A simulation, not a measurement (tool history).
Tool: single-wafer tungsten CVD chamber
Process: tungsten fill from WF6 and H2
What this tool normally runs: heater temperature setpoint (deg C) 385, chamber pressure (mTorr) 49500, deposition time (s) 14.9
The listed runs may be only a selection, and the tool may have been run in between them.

run	hour	heater temperature setpoint (deg C)	chamber pressure (mTorr)	deposition time (s)	read-back reference wafer on the same gauge, thickness_nm	mean film thickness on the monitor wafer (Å)
1	0	391	49500	14.9	43.407	499.02
2	35.4	391	49500	14.9	43.424	499.97
3	83	391	49500	14.9	43.425	498.45
4	112.1	390	49500	14.9	43.402	490.07
5	181.7	390	49500	14.9	43.423	488.89
6	211.8	390	49500	14.9	43.469	489
7	253.3	378	49500	14.9	43.389	396.48
8	323.1	385	49500	14.9	43.386	447.64
9	349.9	385	49500	14.9	43.379	446.86
10	396	385	49500	14.9	43.386	445.84
11	439	385	49500	14.9	43.409	434.87
12	509.3	385	49500	14.9	43.427	434.55
13	549.7	385	49500	15.8	43.397	461
14	608.6	385	55300	17.5	43.453	530.98
15	659.1	372	56600	14	43.426	338.19
16	717.4	385	49500	14.9	43.35	435.24
17	766.1	379	39300	14.9	43.361	363.88
18	835.7	373	49500	13	43.395	306.14
19	875.2	385	49500	14.9	43.401	453.89
20	919.6	385	49500	14.9	43.414	455.2
21	986.9	385	49500	14.9	43.365	454.3
22	1055.3	393	56100	16	43.454	585.39
23	1084.4	385	43300	14.9	43.43	435.23
24	1123.3	373	49500	14.9	43.356	367.2
25	1158.4	392	42300	14.9	43.395	489.51
26	1217.1	394	49500	14.9	43.375	534.46

Not shown here: 4 entries made in the log between runs. Locate each between two listed runs and compare the hidden state at the listed run before it with the hidden state at the listed run after it:
Run 10 -> run 11: capacitance manometer re-zeroed and calibrated (hour 426.9)
  wafer temperature above the value expected at the setpoint (K): -1.64 -> -1.7; true pressure above the setpoint (%): 7.82 -> -0.236
  what was measured, less what the result would be without the hidden state, mean film thickness on the monitor wafer (Å): -1.54 -> -13.49
Run 15 -> run 16: gauge calibrated (hour 681.4)
  wafer temperature above the value expected at the setpoint (K): -2.05 -> -2.15; true pressure above the setpoint (%): 1.58 -> 1.99
  what was measured, less what the result would be without the hidden state, mean film thickness on the monitor wafer (Å): -11.18 -> -13.69
Run 18 -> run 19: thermocouple changed; heater temperature recalibrated (hour 848); showerhead replaced (hour 874.7)
  wafer temperature above the value expected at the setpoint (K): -2.35 -> 0.208; true pressure above the setpoint (%): 2.75 -> 2.98
  what was measured, less what the result would be without the hidden state, mean film thickness on the monitor wafer (Å): -10.59 -> +6.09
